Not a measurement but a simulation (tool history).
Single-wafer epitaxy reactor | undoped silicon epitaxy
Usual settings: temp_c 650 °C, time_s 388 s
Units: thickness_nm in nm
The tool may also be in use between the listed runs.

| run | hour | temp_c | time_s | wafers since the last listed run | hours since the last pyrometer calibration | hours since the gauge calibration | read-back reference wafer on the same gauge, thickness_nm | thickness_nm |
|---|---|---|---|---|---|---|---|---|
| 1 | 0.0 | 638 | 410 | 0 | 1300.0 | 1008.2 | 53.885 | 51.964 |
| 2 | 70.3 | 638 | 410 | 424 | 1370.3 | 1078.5 | 53.797 | 51.901 |
| 3 | 141.6 | 638 | 410 | 430 | 1441.6 | 1149.8 | 53.772 | 52.183 |
| 4 | 185.0 | 657 | 388 | 262 | 1485.0 | 1193.2 | 53.775 | 79.908 |
| 5 | 223.8 | 657 | 388 | 234 | 1523.8 | 1232.0 | 53.817 | 79.288 |
| 6 | 269.8 | 650 | 388 | 277 | 1569.8 | 1278.0 | 53.720 | 67.028 |
| 7 | 337.1 | 650 | 388 | 406 | 1637.1 | 1345.3 | 53.853 | 67.078 |
| 8 | 381.9 | 650 | 388 | 270 | 1681.9 | 1390.1 | 53.713 | 67.243 |
| 9 | 424.2 | 656 | 388 | 255 | 1724.2 | 1432.4 | 53.702 | 77.479 |
| 10 | 478.8 | 650 | 388 | 329 | 1778.8 | 1487.0 | 53.629 | 66.400 |
| 11 | 533.1 | 643 | 388 | 327 | 1833.1 | 1541.3 | 53.692 | 56.288 |
| 12 | 582.9 | 643 | 388 | 300 | 1882.9 | 1591.1 | 53.855 | 56.352 |
| 13 | 613.7 | 650 | 428 | 185 | 1913.7 | 1621.9 | 53.770 | 74.007 |
| 14 | 671.7 | 650 | 388 | 350 | 1971.7 | 1679.9 | 53.746 | 67.434 |
|  | 711.5 | pyrometer calibrated |
| 15 | 714.9 | 650 | 388 | 212 | 3.4 | 1723.1 | 53.835 | 57.010 |
| 16 | 745.8 | 650 | 388 | 186 | 34.3 | 1754.0 | 53.641 | 56.875 |
| 17 | 801.9 | 650 | 388 | 338 | 90.4 | 1810.1 | 53.831 | 57.203 |
| 18 | 834.6 | 650 | 388 | 197 | 123.1 | 1842.8 | 53.770 | 57.453 |
| 19 | 885.6 | 650 | 388 | 307 | 174.1 | 1893.8 | 53.727 | 57.451 |
| 20 | 953.9 | 650 | 388 | 412 | 242.4 | 1962.1 | 53.892 | 57.784 |
|  | 979.4 | pyrometer calibrated, repeated, since the last time left the tool worse |
| 21 | 1002.8 | 643 | 327 | 246 | 23.4 | 2011.0 | 53.758 | 45.010 |
| 22 | 1042.5 | 662 | 334 | 239 | 63.1 | 2050.7 | 53.877 | 72.961 |
| 23 | 1084.2 | 650 | 388 | 251 | 104.8 | 2092.4 | 53.728 | 64.204 |
|  | 1085.0 | gauge calibrated |
| 24 | 1152.4 | 658 | 334 | 411 | 173.0 | 67.4 | 53.873 | 67.428 |
| 25 | 1180.8 | 650 | 408 | 171 | 201.4 | 95.8 | 53.906 | 67.383 |
| 26 | 1239.5 | 650 | 388 | 354 | 260.1 | 154.5 | 53.865 | 64.768 |
| 27 | 1308.7 | 658 | 422 | 417 | 329.3 | 223.7 | 53.741 | 86.394 |
| 28 | 1380.0 | 650 | 388 | 430 | 400.6 | 295.0 | 53.803 | 65.071 |
| 29 | 1450.9 | 638 | 388 | 428 | 471.5 | 365.9 | 53.794 | 48.385 |
| 30 | 1499.3 | 659 | 330 | 292 | 519.9 | 414.3 | 53.790 | 69.715 |
| 31 | 1570.8 | 660 | 344 | 431 | 591.4 | 485.8 | 53.848 | 74.404 |
| 32 | 1666.6 | 658 | 422 | 578 | 687.2 | 581.6 | 53.829 | 87.208 |
| 33 | 1721.1 | 642 | 435 | 329 | 741.7 | 636.1 | 53.815 | 61.065 |
| 34 | 1746.8 | 661 | 341 | 155 | 767.4 | 661.8 | 53.758 | 75.151 |
| 35 | 1784.8 | 650 | 388 | 229 | 805.4 | 699.8 | 53.731 | 66.216 |
| 36 | 1816.9 | 642 | 438 | 193 | 837.5 | 731.9 | 53.813 | 60.672 |
| 37 | 1871.2 | 636 | 458 | 327 | 891.8 | 786.2 | 53.816 | 54.850 |

Forecast each of these 5 alternatives for the next run:
| A | 1871.7 | 650 | 388 | 3 | 892.3 | 786.7 | ? | ? |
| B | 1871.7 | 659 | 315 | 3 | 892.3 | 786.7 | ? | ? |
| C | 1871.7 | 664 | 338 | 3 | 892.3 | 786.7 | ? | ? |
| D | 1871.7 | 654 | 311 | 3 | 892.3 | 786.7 | ? | ? |
| E | 1871.7 | 636 | 353 | 3 | 892.3 | 786.7 | ? | ? |

| run | read-back reference wafer on the same gauge, thickness_nm | thickness_nm |
|---|---|---|
| A | 53.716 | 66.060 |
| B | 53.716 | 66.834 |
| C | 53.716 | 80.872 |
| D | 53.716 | 58.426 |
| E | 53.716 | 42.259 |
Without the tool's hidden state the same runs would have given:
| run | thickness_nm |
|---|---|
| A | 63.061 |
| B | 63.864 |
| C | 77.321 |
| D | 55.799 |
| E | 40.274 |
